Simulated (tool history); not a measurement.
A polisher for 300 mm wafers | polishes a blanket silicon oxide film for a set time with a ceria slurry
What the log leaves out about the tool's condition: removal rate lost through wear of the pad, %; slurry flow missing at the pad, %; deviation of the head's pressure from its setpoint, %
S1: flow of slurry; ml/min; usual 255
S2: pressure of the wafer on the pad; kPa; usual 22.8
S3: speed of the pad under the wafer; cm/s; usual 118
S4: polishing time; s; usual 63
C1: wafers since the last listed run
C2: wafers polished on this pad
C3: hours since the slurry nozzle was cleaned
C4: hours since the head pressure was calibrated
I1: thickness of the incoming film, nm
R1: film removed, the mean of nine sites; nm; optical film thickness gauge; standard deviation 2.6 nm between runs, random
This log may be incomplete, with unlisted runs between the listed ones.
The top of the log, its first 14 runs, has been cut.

{"day": 51.679, "done": "head pressure recalibrated"}
{"run": 15, "day": 53.917, "S1": 230, "S2": 22.8, "S3": 118, "S4": 63, "C1": 722, "C2": 3315, "C3": 193.0, "C4": 53.7, "I1": 966.0, "R1": 263.3}
{"day": 55.104, "done": "worn pad replaced by a new one"}
{"run": 16, "day": 56.0, "S1": 335, "S2": 29.6, "S3": 104, "S4": 80, "C1": 381, "C2": 178, "C3": 243.0, "C4": 103.7, "I1": 968.0, "R1": 452.4}
{"run": 17, "day": 58.058, "S1": 320, "S2": 16.5, "S3": 82, "S4": 45, "C1": 410, "C2": 588, "C3": 292.4, "C4": 153.1, "I1": 973.6, "R1": 122.4}
{"run": 18, "day": 61.704, "S1": 320, "S2": 29.0, "S3": 144, "S4": 41, "C1": 726, "C2": 1314, "C3": 379.9, "C4": 240.6, "I1": 976.0, "R1": 268.9}
{"run": 19, "day": 65.979, "S1": 185, "S2": 22.8, "S3": 118, "S4": 63, "C1": 851, "C2": 2166, "C3": 482.5, "C4": 343.2, "I1": 986.8, "R1": 264.8}
{"run": 20, "day": 68.071, "S1": 255, "S2": 22.8, "S3": 118, "S4": 63, "C1": 416, "C2": 2582, "C3": 532.7, "C4": 393.4, "I1": 979.1, "R1": 270.0}
{"run": 21, "day": 69.621, "S1": 255, "S2": 22.8, "S3": 118, "S4": 63, "C1": 308, "C2": 2891, "C3": 569.9, "C4": 430.6, "I1": 981.6, "R1": 268.0}
{"day": 70.158, "done": "slurry nozzle cleaned"}
{"run": 22, "day": 71.388, "S1": 295, "S2": 22.8, "S3": 158, "S4": 73, "C1": 343, "C2": 3235, "C3": 29.5, "C4": 473.0, "I1": 984.1, "R1": 381.4}
{"day": 74.262, "done": "worn pad replaced by a new one"}
{"run": 23, "day": 74.954, "S1": 295, "S2": 26.2, "S3": 118, "S4": 63, "C1": 677, "C2": 137, "C3": 115.1, "C4": 558.6, "I1": 984.8, "R1": 331.3}
{"run": 24, "day": 77.783, "S1": 255, "S2": 22.8, "S3": 102, "S4": 51, "C1": 563, "C2": 701, "C3": 183.0, "C4": 626.5, "I1": 977.1, "R1": 210.3}
{"run": 25, "day": 81.029, "S1": 335, "S2": 22.8, "S3": 118, "S4": 63, "C1": 646, "C2": 1348, "C3": 260.9, "C4": 704.4, "I1": 993.8, "R1": 288.9}
{"day": 82.783, "done": "head pressure recalibrated"}
{"run": 26, "day": 83.408, "S1": 285, "S2": 22.8, "S3": 108, "S4": 72, "C1": 457, "C2": 1805, "C3": 318.0, "C4": 15.0, "I1": 972.5, "R1": 301.7}
{"run": 27, "day": 86.029, "S1": 170, "S2": 28.3, "S3": 118, "S4": 69, "C1": 522, "C2": 2327, "C3": 380.9, "C4": 77.9, "I1": 972.7, "R1": 358.8}
{"run": 28, "day": 87.9, "S1": 345, "S2": 17.9, "S3": 118, "S4": 78, "C1": 372, "C2": 2700, "C3": 425.8, "C4": 122.8, "I1": 962.7, "R1": 275.7}
{"run": 29, "day": 90.362, "S1": 320, "S2": 27.6, "S3": 118, "S4": 79, "C1": 490, "C2": 3190, "C3": 484.9, "C4": 181.9, "I1": 988.1, "R1": 410.8}
{"run": 30, "day": 92.133, "S1": 255, "S2": 22.8, "S3": 118, "S4": 63, "C1": 352, "C2": 3543, "C3": 527.4, "C4": 224.4, "I1": 998.4, "R1": 262.5}
{"day": 92.312, "done": "slurry nozzle cleaned"}
{"day": 96.158, "done": "worn pad replaced by a new one"}
{"run": 31, "day": 96.512, "S1": 255, "S2": 22.8, "S3": 118, "S4": 63, "C1": 830, "C2": 70, "C3": 100.8, "C4": 329.5, "I1": 987.4, "R1": 284.5}

Below are 4 alternative next runs, each starting from the tool's condition after run 31. Predict each:
{"run": "A", "day": 96.529, "S1": 255, "S2": 22.8, "S3": 118, "S4": 63, "C1": 3, "C2": 73, "C3": 101.2, "C4": 329.9, "I1": 992.0, "R1": "?"}
{"run": "B", "day": 96.529, "S1": 215, "S2": 22.8, "S3": 158, "S4": 80, "C1": 3, "C2": 73, "C3": 101.2, "C4": 329.9, "I1": 992.0, "R1": "?"}
{"run": "C", "day": 96.529, "S1": 200, "S2": 30.3, "S3": 118, "S4": 43, "C1": 3, "C2": 73, "C3": 101.2, "C4": 329.9, "I1": 992.0, "R1": "?"}
{"run": "D", "day": 96.529, "S1": 255, "S2": 22.8, "S3": 118, "S4": 76, "C1": 3, "C2": 73, "C3": 101.2, "C4": 329.9, "I1": 992.0, "R1": "?"}

run=A R1=284.1
run=B R1=426.7
run=C R1=252.1
run=D R1=342.7
With no hidden state in the tool, these same runs would have given:
run=A R1=289.5
run=B R1=434.9
run=C R1=256.9
run=D R1=349.2

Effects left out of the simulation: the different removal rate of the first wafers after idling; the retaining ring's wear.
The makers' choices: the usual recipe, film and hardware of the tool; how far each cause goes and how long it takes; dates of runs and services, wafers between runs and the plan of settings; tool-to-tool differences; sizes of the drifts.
